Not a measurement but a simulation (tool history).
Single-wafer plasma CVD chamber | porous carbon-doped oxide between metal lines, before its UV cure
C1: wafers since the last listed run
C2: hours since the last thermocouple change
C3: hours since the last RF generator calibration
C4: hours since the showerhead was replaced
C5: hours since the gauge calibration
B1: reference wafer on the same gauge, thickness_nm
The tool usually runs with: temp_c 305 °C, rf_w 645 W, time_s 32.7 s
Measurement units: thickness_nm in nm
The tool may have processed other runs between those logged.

{"run": 1, "hour": 0.0, "temp_c": 300, "rf_w": 610, "time_s": 32.7, "C1": 0, "C2": 538.7, "C3": 980.9, "C4": 2284.8, "C5": 1789.6, "B1": 172.185, "thickness_nm": 200.692}
{"run": 2, "hour": 107.5, "temp_c": 300, "rf_w": 610, "time_s": 32.7, "C1": 1958, "C2": 646.2, "C3": 1088.4, "C4": 2392.3, "C5": 1897.1, "B1": 171.941, "thickness_nm": 200.797}
{"run": 3, "hour": 159.4, "temp_c": 300, "rf_w": 610, "time_s": 32.7, "C1": 945, "C2": 698.1, "C3": 1140.3, "C4": 2444.2, "C5": 1949, "B1": 171.758, "thickness_nm": 202.912}
{"run": 4, "hour": 232.2, "temp_c": 315, "rf_w": 645, "time_s": 32.7, "C1": 1326, "C2": 770.9, "C3": 1213.1, "C4": 2517, "C5": 2021.8, "B1": 171.96, "thickness_nm": 192.849}
{"run": 5, "hour": 293.3, "temp_c": 305, "rf_w": 705, "time_s": 32.7, "C1": 1113, "C2": 832, "C3": 1274.2, "C4": 2578.1, "C5": 2082.9, "B1": 172.091, "thickness_nm": 220.925}
{"run": 6, "hour": 540.3, "temp_c": 305, "rf_w": 705, "time_s": 32.7, "C1": 4499, "C2": 1079, "C3": 1521.2, "C4": 2825.1, "C5": 2329.9, "B1": 172.088, "thickness_nm": 222.239}
{"run": 7, "hour": 599.8, "temp_c": 305, "rf_w": 705, "time_s": 32.7, "C1": 1083, "C2": 1138.5, "C3": 1580.7, "C4": 2884.6, "C5": 2389.4, "B1": 171.99, "thickness_nm": 221.027}
{"run": 8, "hour": 674.5, "temp_c": 305, "rf_w": 645, "time_s": 32.7, "C1": 1360, "C2": 1213.2, "C3": 1655.4, "C4": 2959.3, "C5": 2464.1, "B1": 171.977, "thickness_nm": 205.85}
{"run": 9, "hour": 764.5, "temp_c": 301, "rf_w": 645, "time_s": 32.7, "C1": 1639, "C2": 1303.2, "C3": 1745.4, "C4": 3049.3, "C5": 2554.1, "B1": 172.06, "thickness_nm": 212.461}
{"run": 10, "hour": 850.2, "temp_c": 301, "rf_w": 645, "time_s": 32.7, "C1": 1561, "C2": 1388.9, "C3": 1831.1, "C4": 3135, "C5": 2639.8, "B1": 172.09, "thickness_nm": 211.33}
{"run": 11, "hour": 898.6, "temp_c": 305, "rf_w": 645, "time_s": 32.7, "C1": 881, "C2": 1437.3, "C3": 1879.5, "C4": 3183.4, "C5": 2688.2, "B1": 171.886, "thickness_nm": 207.517}
{"run": 12, "hour": 942.2, "temp_c": 296, "rf_w": 645, "time_s": 32.7, "C1": 794, "C2": 1480.9, "C3": 1923.1, "C4": 3227, "C5": 2731.8, "B1": 172.149, "thickness_nm": 219.522}
{"hour": 985.4, "done": "gauge calibrated"}
{"run": 13, "hour": 1001.9, "temp_c": 296, "rf_w": 645, "time_s": 32.7, "C1": 1087, "C2": 1540.6, "C3": 1982.8, "C4": 3286.7, "C5": 16.5, "B1": 171.987, "thickness_nm": 220.843}
{"run": 14, "hour": 1063.3, "temp_c": 305, "rf_w": 555, "time_s": 32.7, "C1": 1118, "C2": 1602, "C3": 2044.2, "C4": 3348.1, "C5": 77.9, "B1": 172.027, "thickness_nm": 182.037}
{"hour": 1120.1, "done": "RF generator calibrated"}
{"run": 15, "hour": 1123.1, "temp_c": 310, "rf_w": 645, "time_s": 37.2, "C1": 943, "C2": 1661.8, "C3": 3, "C4": 3407.9, "C5": 137.7, "B1": 171.902, "thickness_nm": 228.926}
{"run": 16, "hour": 1181.3, "temp_c": 300, "rf_w": 725, "time_s": 32.7, "C1": 1060, "C2": 1720, "C3": 61.2, "C4": 3466.1, "C5": 195.9, "B1": 172.052, "thickness_nm": 236.827}
{"hour": 1225.8, "done": "thermocouple changed; heater temperature recalibrated"}
{"run": 17, "hour": 1275.3, "temp_c": 305, "rf_w": 645, "time_s": 32.7, "C1": 1566, "C2": 49.5, "C3": 155.2, "C4": 3560.1, "C5": 289.9, "B1": 171.95, "thickness_nm": 203.856}
{"run": 18, "hour": 1344.2, "temp_c": 310, "rf_w": 645, "time_s": 37.2, "C1": 1255, "C2": 118.4, "C3": 224.1, "C4": 3629, "C5": 358.8, "B1": 172.024, "thickness_nm": 223}
{"hour": 1434.8, "done": "showerhead replaced, of another model than before"}
{"run": 19, "hour": 1436.1, "temp_c": 315, "rf_w": 725, "time_s": 32.7, "C1": 1528, "C2": 210.3, "C3": 316, "C4": 1.3, "C5": 450.7, "B1": 172.242, "thickness_nm": 204.166}
{"run": 20, "hour": 1527.1, "temp_c": 305, "rf_w": 645, "time_s": 32.7, "C1": 1657, "C2": 301.3, "C3": 407, "C4": 92.3, "C5": 541.7, "B1": 172.201, "thickness_nm": 202.903}
{"run": 21, "hour": 1620.1, "temp_c": 300, "rf_w": 775, "time_s": 32.7, "C1": 1694, "C2": 394.3, "C3": 500, "C4": 185.3, "C5": 634.7, "B1": 172.01, "thickness_nm": 235.255}

Run 22, settings as shown, results not yet in. Your forecast:
{"run": 22, "hour": 1665.9, "temp_c": 318, "rf_w": 760, "time_s": 36.4, "C1": 834, "C2": 440.1, "C3": 545.8, "C4": 231.1, "C5": 680.5, "B1": "?", "thickness_nm": "?"}

B1: 172.003
thickness_nm: 230.948 nm
Take away the tool's hidden state, keep the run-to-run variation as it was, and the same run would have given thickness_nm 230.671 nm.
